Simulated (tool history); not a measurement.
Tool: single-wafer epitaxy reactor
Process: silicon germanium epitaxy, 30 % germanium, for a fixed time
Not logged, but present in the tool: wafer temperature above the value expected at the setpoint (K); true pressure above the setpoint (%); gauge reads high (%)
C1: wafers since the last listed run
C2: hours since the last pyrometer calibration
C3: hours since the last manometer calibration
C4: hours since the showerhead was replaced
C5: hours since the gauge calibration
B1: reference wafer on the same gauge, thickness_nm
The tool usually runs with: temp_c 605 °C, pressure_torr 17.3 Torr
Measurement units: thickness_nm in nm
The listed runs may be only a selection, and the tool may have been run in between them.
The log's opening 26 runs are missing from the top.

{"run": 27, "hour": 328.9, "temp_c": 598, "pressure_torr": 15.7, "C1": 180, "C2": 81.3, "C3": 227.8, "C4": 32.6, "C5": 80.8, "B1": 53.623, "thickness_nm": 53.633}
{"run": 28, "hour": 336.3, "temp_c": 618, "pressure_torr": 14.1, "C1": 134, "C2": 88.7, "C3": 235.2, "C4": 40, "C5": 88.2, "B1": 53.612, "thickness_nm": 78.179}
{"run": 29, "hour": 347.0, "temp_c": 610, "pressure_torr": 17.3, "C1": 195, "C2": 99.4, "C3": 245.9, "C4": 50.7, "C5": 98.9, "B1": 53.563, "thickness_nm": 69.742}
{"run": 30, "hour": 359.8, "temp_c": 618, "pressure_torr": 19.5, "C1": 233, "C2": 112.2, "C3": 258.7, "C4": 63.5, "C5": 111.7, "B1": 53.627, "thickness_nm": 84.85}
{"run": 31, "hour": 370.0, "temp_c": 605, "pressure_torr": 18.7, "C1": 186, "C2": 122.4, "C3": 268.9, "C4": 73.7, "C5": 121.9, "B1": 53.622, "thickness_nm": 63.971}
{"run": 32, "hour": 384.1, "temp_c": 593, "pressure_torr": 21.1, "C1": 257, "C2": 136.5, "C3": 283, "C4": 87.8, "C5": 136, "B1": 53.604, "thickness_nm": 52.122}
{"run": 33, "hour": 393.2, "temp_c": 605, "pressure_torr": 17.3, "C1": 165, "C2": 145.6, "C3": 292.1, "C4": 96.9, "C5": 145.1, "B1": 53.584, "thickness_nm": 63.237}
{"run": 34, "hour": 403.8, "temp_c": 605, "pressure_torr": 17.3, "C1": 193, "C2": 156.2, "C3": 302.7, "C4": 107.5, "C5": 155.7, "B1": 53.579, "thickness_nm": 63.277}
{"run": 35, "hour": 430.8, "temp_c": 611, "pressure_torr": 15.5, "C1": 492, "C2": 183.2, "C3": 329.7, "C4": 134.5, "C5": 182.7, "B1": 53.613, "thickness_nm": 70.389}

Branching from run 35: 4 alternative next runs. What would each branch give?
{"run": "A", "hour": 431.2, "temp_c": 605, "pressure_torr": 13.5, "C1": 7, "C2": 183.6, "C3": 330.1, "C4": 134.9, "C5": 183.1, "B1": "?", "thickness_nm": "?"}
{"run": "B", "hour": 431.2, "temp_c": 596, "pressure_torr": 13.8, "C1": 7, "C2": 183.6, "C3": 330.1, "C4": 134.9, "C5": 183.1, "B1": "?", "thickness_nm": "?"}
{"run": "C", "hour": 431.2, "temp_c": 605, "pressure_torr": 20.1, "C1": 7, "C2": 183.6, "C3": 330.1, "C4": 134.9, "C5": 183.1, "B1": "?", "thickness_nm": "?"}
{"run": "D", "hour": 431.2, "temp_c": 610, "pressure_torr": 16.2, "C1": 7, "C2": 183.6, "C3": 330.1, "C4": 134.9, "C5": 183.1, "B1": "?", "thickness_nm": "?"}

run=A B1=53.61 thickness_nm=59.803
run=B B1=53.61 thickness_nm=49.859
run=C B1=53.61 thickness_nm=65.96
run=D B1=53.61 thickness_nm=69.133
Had the tool no hidden state, the same runs would have come out as:
run=A thickness_nm=58.31
run=B thickness_nm=48.585
run=C thickness_nm=64.313
run=D thickness_nm=67.429
